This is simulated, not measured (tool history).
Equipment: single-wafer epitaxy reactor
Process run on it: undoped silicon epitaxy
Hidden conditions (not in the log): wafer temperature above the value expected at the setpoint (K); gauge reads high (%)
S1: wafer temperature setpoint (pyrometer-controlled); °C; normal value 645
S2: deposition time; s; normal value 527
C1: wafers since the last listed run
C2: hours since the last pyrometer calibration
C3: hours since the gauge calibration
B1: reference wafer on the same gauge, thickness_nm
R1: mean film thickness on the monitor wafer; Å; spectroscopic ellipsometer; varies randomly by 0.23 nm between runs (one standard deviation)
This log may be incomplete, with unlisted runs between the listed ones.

{"run": 1, "day": 0.0, "S1": 654, "S2": 575, "C1": 0, "C2": 1630.9, "C3": 16.5, "B1": 76.308, "R1": 1167.7}
{"run": 2, "day": 1.038, "S1": 654, "S2": 575, "C1": 124, "C2": 1655.8, "C3": 41.4, "B1": 76.24, "R1": 1169.07}
{"run": 3, "day": 1.858, "S1": 654, "S2": 575, "C1": 98, "C2": 1675.5, "C3": 61.1, "B1": 76.317, "R1": 1170.19}
{"run": 4, "day": 3.083, "S1": 645, "S2": 572, "C1": 147, "C2": 1704.9, "C3": 90.5, "B1": 76.339, "R1": 954.66}
{"run": 5, "day": 3.938, "S1": 645, "S2": 572, "C1": 102, "C2": 1725.4, "C3": 111.0, "B1": 76.324, "R1": 961.58}
{"run": 6, "day": 5.233, "S1": 645, "S2": 572, "C1": 155, "C2": 1756.5, "C3": 142.1, "B1": 76.261, "R1": 962.98}
{"run": 7, "day": 6.796, "S1": 645, "S2": 527, "C1": 187, "C2": 1794.0, "C3": 179.6, "B1": 76.356, "R1": 887.04}
{"run": 8, "day": 8.212, "S1": 645, "S2": 479, "C1": 170, "C2": 1828.0, "C3": 213.6, "B1": 76.301, "R1": 812.68}
{"run": 9, "day": 9.008, "S1": 645, "S2": 479, "C1": 95, "C2": 1847.1, "C3": 232.7, "B1": 76.352, "R1": 816.31}
{"run": 10, "day": 10.396, "S1": 645, "S2": 527, "C1": 166, "C2": 1880.4, "C3": 266.0, "B1": 76.309, "R1": 893.11}
{"run": 11, "day": 13.438, "S1": 653, "S2": 623, "C1": 365, "C2": 1953.4, "C3": 339.0, "B1": 76.318, "R1": 1279.83}
{"day": 13.746, "done": "gauge calibrated"}
{"run": 12, "day": 14.771, "S1": 652, "S2": 615, "C1": 160, "C2": 1985.4, "C3": 24.6, "B1": 76.307, "R1": 1244.91}
{"run": 13, "day": 15.458, "S1": 659, "S2": 554, "C1": 82, "C2": 2001.9, "C3": 41.1, "B1": 76.271, "R1": 1305.04}
{"day": 16.329, "done": "pyrometer calibrated"}
{"run": 14, "day": 16.35, "S1": 641, "S2": 598, "C1": 67, "C2": 0.5, "C3": 62.5, "B1": 76.292, "R1": 816.46}
{"run": 15, "day": 17.108, "S1": 645, "S2": 466, "C1": 91, "C2": 18.7, "C3": 80.7, "B1": 76.307, "R1": 693.59}
{"run": 16, "day": 17.679, "S1": 634, "S2": 615, "C1": 68, "C2": 32.4, "C3": 94.4, "B1": 76.345, "R1": 714.06}
{"run": 17, "day": 18.633, "S1": 650, "S2": 451, "C1": 114, "C2": 55.3, "C3": 117.3, "B1": 76.321, "R1": 751.54}
{"run": 18, "day": 20.092, "S1": 645, "S2": 471, "C1": 175, "C2": 90.3, "C3": 152.3, "B1": 76.283, "R1": 703.77}
{"run": 19, "day": 21.296, "S1": 645, "S2": 527, "C1": 144, "C2": 119.2, "C3": 181.2, "B1": 76.298, "R1": 788.1}

The tool's hidden state at each run:
gauge reads high (%): 0 in every run
H1: wafer temperature above the value expected at the setpoint (K)
run=1 H1=4.26
run=2 H1=4.37
run=3 H1=4.46
run=4 H1=4.6
run=5 H1=4.69
run=6 H1=4.84
run=7 H1=5.02
run=8 H1=5.19
run=9 H1=5.28
run=10 H1=5.45
run=11 H1=5.83
run=12 H1=6
run=13 H1=6.09
run=14 H1=-0.575
run=15 H1=-0.575
run=16 H1=-0.574
run=17 H1=-0.571
run=18 H1=-0.564
run=19 H1=-0.556
